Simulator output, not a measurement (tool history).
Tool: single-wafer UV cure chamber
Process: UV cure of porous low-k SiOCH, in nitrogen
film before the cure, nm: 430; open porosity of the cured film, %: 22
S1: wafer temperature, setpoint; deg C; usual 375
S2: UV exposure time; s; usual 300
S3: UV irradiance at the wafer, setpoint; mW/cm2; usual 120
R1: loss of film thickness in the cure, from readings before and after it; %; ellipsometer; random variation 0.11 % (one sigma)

run 1 day=0 | S1=375 S2=300 S3=120 | R1=12.707
run 2 day=0.429 | S1=375 S2=400 S3=120 | R1=14.086
run 3 day=1.083 | S1=375 S2=400 S3=120 | R1=14.189
run 4 day=1.525 | S1=375 S2=400 S3=120 | R1=14.134
run 5 day=2.012 | S1=375 S2=300 S3=146 | R1=13.778
-- day=2.608 quartz window cleaned
run 6 day=2.754 | S1=375 S2=300 S3=146 | R1=14.508
-- day=3.15 UV bulbs replaced
run 7 day=3.217 | S1=375 S2=300 S3=120 | R1=13.688
run 8 day=3.688 | S1=387 S2=405 S3=152 | R1=16.603
run 9 day=4.354 | S1=375 S2=205 S3=93 | R1=10.513
run 10 day=4.771 | S1=364 S2=240 S3=144 | R1=13.123
run 11 day=5.275 | S1=360 S2=300 S3=120 | R1=13.379
run 12 day=5.629 | S1=364 S2=160 S3=120 | R1=10.356
run 13 day=6.062 | S1=360 S2=300 S3=120 | R1=13.294
run 14 day=6.517 | S1=375 S2=440 S3=120 | R1=15.41

5 ways to go on from here, each from the tool as it stands after run 14. What would each give?
run A day=6.538 | S1=375 S2=300 S3=94 | R1=?
run B day=6.538 | S1=375 S2=215 S3=81 | R1=?
run C day=6.538 | S1=375 S2=210 S3=81 | R1=?
run D day=6.538 | S1=363 S2=300 S3=120 | R1=?
run E day=6.538 | S1=375 S2=300 S3=160 | R1=?

run=A R1=12.335
run=B R1=10.078
run=C R1=9.97
run=D R1=13.274
run=E R1=14.956
Without the tool's hidden state the same runs would have given:
run=A R1=12.591
run=B R1=10.321
run=C R1=10.213
run=D R1=13.536
run=E R1=15.225
